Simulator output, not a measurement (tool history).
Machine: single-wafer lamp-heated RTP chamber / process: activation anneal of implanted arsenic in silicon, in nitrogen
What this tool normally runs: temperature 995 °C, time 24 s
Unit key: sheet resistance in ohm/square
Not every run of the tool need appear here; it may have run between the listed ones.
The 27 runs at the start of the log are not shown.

run	hour	temperature	time	wafers since the last listed run	wafers since the last pyrometer calibration	wafers since the reflector plate was cleaned	hours since the gauge calibration	read-back reference wafer on the same gauge, sheet resistance	sheet resistance
28	715.3	995	24	225	1757	3028	236.7	318.94	290.62
29	745	1008	24	382	2139	3410	266.4	319.04	287.25
30	760.7	995	36	201	2341	3612	282.1	318.94	286.71
# hour 805.7: pyrometer window cleaned and pyrometer calibrated
31	806.9	982	17	491	15	4104	328.3	318.98	294.85
32	819.3	979	24	159	175	4263	340.7	318.84	292.78
33	841.2	995	24	281	456	4545	362.6	319.33	290.66
34	874	1015	32	422	878	4967	395.4	318.94	282.28
35	974.8	977	10	1296	2175	6264	496.2	319.1	298.75
36	1007.7	1018	24	423	2599	6687	529.1	318.79	284.17

Here are 5 independent what-if runs from the current tool condition. What would each one return?
A	1008.1	1005	24	5	2604	6693	529.5	?	?
B	1008.1	972	24	5	2604	6693	529.5	?	?
C	1008.1	1006	32	5	2604	6693	529.5	?	?
D	1008.1	980	37	5	2604	6693	529.5	?	?
E	1008.1	977	33	5	2604	6693	529.5	?	?

run	read-back reference wafer on the same gauge, sheet resistance	sheet resistance
A	318.9	287.82
B	318.9	293.83
C	318.9	284.65
D	318.9	289.17
E	318.9	290.7
Without the tool's unlogged condition, the same runs would have read:
run	sheet resistance
A	289.41
B	294.91
C	286.48
D	290.61
E	292

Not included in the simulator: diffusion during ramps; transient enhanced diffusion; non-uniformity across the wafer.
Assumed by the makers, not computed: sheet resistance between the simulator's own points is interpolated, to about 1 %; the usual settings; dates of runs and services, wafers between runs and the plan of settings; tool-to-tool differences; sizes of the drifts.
